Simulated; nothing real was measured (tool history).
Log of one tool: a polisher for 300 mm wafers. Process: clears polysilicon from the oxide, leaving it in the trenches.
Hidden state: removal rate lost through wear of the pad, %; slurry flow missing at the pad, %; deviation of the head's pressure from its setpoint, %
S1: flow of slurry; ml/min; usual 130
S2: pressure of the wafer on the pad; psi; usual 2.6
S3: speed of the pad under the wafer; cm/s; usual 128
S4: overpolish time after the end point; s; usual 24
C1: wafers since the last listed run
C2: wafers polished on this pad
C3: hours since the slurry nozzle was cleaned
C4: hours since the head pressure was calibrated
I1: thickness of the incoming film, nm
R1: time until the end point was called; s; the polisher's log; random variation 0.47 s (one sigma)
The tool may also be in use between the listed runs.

run   hour   S1   S2   S3  S4   C1    C2     C3     C4     I1    R1
  1      0  130  2.6  128  24    0    45  540.7  648.2  493.4  28.8
  2   11.7  130  2.6  128  24   71   116  552.4  659.9  483.3  27.7
  3   22.5  130  2.6  128  24   65   182  563.2  670.7  489.9  28.2
  4   29.7  130  2.6  128  24   43   226  570.4  677.9  494.6    29
  5   47.3  130  2.6  128  24  107   333    588  695.5  482.5  27.2
  6   63.2  130  2.6  128  24   96   430  603.9  711.4  493.4  28.2
  7   78.2  130  2.6  128  24   91   521  618.9  726.4  494.2  28.9
  8   93.1  130  2.6  128  24   90   612  633.8  741.3  490.1  28.4
  9  107.5  155  2.6  128  24   87   700  648.2  755.7  485.6  27.3
 10  113.7  155  2.6  128  24   37   738  654.4  761.9  486.7  27.6
 11  130.1  155  2.6  128  24   99   837  670.8  778.3  492.1  27.3
 12  140.8  130  2.6  128  24   65   903  681.5    789  480.2  28.4
 13  151.2  130  2.6  128  24   63   966  691.9  799.4  489.4  28.6
 14  158.3  130  2.6  128  24   43  1009    699  806.5    494  27.9
     185.1  -- worn pad replaced by a new one
 15  186.3  130  2.6  128  24  146     7    727  834.5  497.1  28.1
 16  201.5  130  2.6  128  24   92    99  742.2  849.7  486.5    28
 17  209.3   95  2.2  148  18   47   147    750  857.5  486.5  33.2
     211.2  -- slurry nozzle cleaned
     217.4  -- head pressure recalibrated
 18  220.1  130  2.6  128  24   47   194    8.9    2.7  493.3  27.7
 19  232.9  130    2  162  24   77   272   21.7   15.5  486.6  30.1
 20  240.8  150    3  128  24   48   320   29.6   23.4  492.4  23.7
 21  249.5  130  2.6  128  24   53   373   38.3   32.1  495.1  28.4
 22  256.7  130  2.6  128  24   43   417   45.5   39.3  482.7  27.8
 23  263.5  110    2   94  24   41   459   52.3   46.1  488.8  47.4
 24  278.6  130  2.6  128  24   92   551   67.4   61.2  489.6  27.6
 25  285.8  130  2.6  128  24   43   595   74.6   68.4  485.9  27.7

Forecast run 26:
 26  295.8  130  2.6  86  24  60  656  84.6  78.4  493.5   ?

{"run 26": {"R1": 36.7}}
Without the tool's hidden state the same run would have given R1 36.7 s.

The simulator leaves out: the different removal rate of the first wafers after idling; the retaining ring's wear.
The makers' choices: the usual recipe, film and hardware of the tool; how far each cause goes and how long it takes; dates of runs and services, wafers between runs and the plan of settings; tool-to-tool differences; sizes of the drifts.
